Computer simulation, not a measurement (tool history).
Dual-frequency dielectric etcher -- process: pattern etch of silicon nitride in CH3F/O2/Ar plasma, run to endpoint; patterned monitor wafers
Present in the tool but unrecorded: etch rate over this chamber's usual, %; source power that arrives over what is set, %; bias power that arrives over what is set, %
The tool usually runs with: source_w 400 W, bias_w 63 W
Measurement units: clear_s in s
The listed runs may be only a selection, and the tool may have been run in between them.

run	hour	source_w	bias_w	wafers since the last listed run	hours since the last wet clean	hours since the last source power generator calibration	hours since the last bias power generator calibration	hours since the last upper electrode change	incoming incoming film thickness, nm	clear_s
1	0	400	63	0	401.1	838.8	3081.6	4770.7	37.52	52.7
# hour 42.6: wet clean of the chamber
2	63.1	400	63	290	20.5	901.9	3144.7	4833.8	37.18	54.3
3	142.8	420	63	591	100.2	981.6	3224.4	4913.5	37.41	53.4
4	189	420	63	342	146.4	1027.8	3270.6	4959.7	37.09	52.7
5	257	420	63	504	214.4	1095.8	3338.6	5027.7	37.34	52.3
6	313.9	400	63	422	271.3	1152.7	3395.5	5084.6	37.32	52.6
7	398.8	400	63	629	356.2	1237.6	3480.4	5169.5	37.04	51.7
8	437.7	400	63	288	395.1	1276.5	3519.3	5208.4	37.34	52.2
# hour 479.5: wet clean of the chamber
9	514.2	500	70	389	34.7	1353	3595.8	5284.9	37.44	49.8
10	619.3	400	53	779	139.8	1458.1	3700.9	5390	37.41	57.8
11	706.7	460	63	648	227.2	1545.5	3788.3	5477.4	37.34	51.3
12	745.8	330	56	290	266.3	1584.6	3827.4	5516.5	37.49	59
# hour 807.6: upper electrode replaced, of another model than before
13	808.1	400	63	284	328.6	1646.9	3889.7	0.5	37.48	53.5
# hour 833.8: bias power generator calibrated
# hour 841: source power generator calibrated
# hour 871.3: wet clean of the chamber
14	871.8	300	70	235	0.5	30.8	38	64.2	37.35	55.8
15	943.8	400	63	534	72.5	102.8	110	136.2	37.33	54.6
16	1096.2	340	73	1130	224.9	255.2	262.4	288.6	37.02	52.3
17	1160.4	440	74	476	289.1	319.4	326.6	352.8	37.46	50.1

Per-run results on a tool with no hidden state, each run keeping its own random variation:
run	clear_s
1	55.2
2	54.7
3	54.4
4	53.9
5	54
6	54.6
7	54.2
8	55
9	49.8
10	58.5
11	52.4
12	60.5
13	55.2
14	55.9
15	55.2
16	53.8
17	51.9

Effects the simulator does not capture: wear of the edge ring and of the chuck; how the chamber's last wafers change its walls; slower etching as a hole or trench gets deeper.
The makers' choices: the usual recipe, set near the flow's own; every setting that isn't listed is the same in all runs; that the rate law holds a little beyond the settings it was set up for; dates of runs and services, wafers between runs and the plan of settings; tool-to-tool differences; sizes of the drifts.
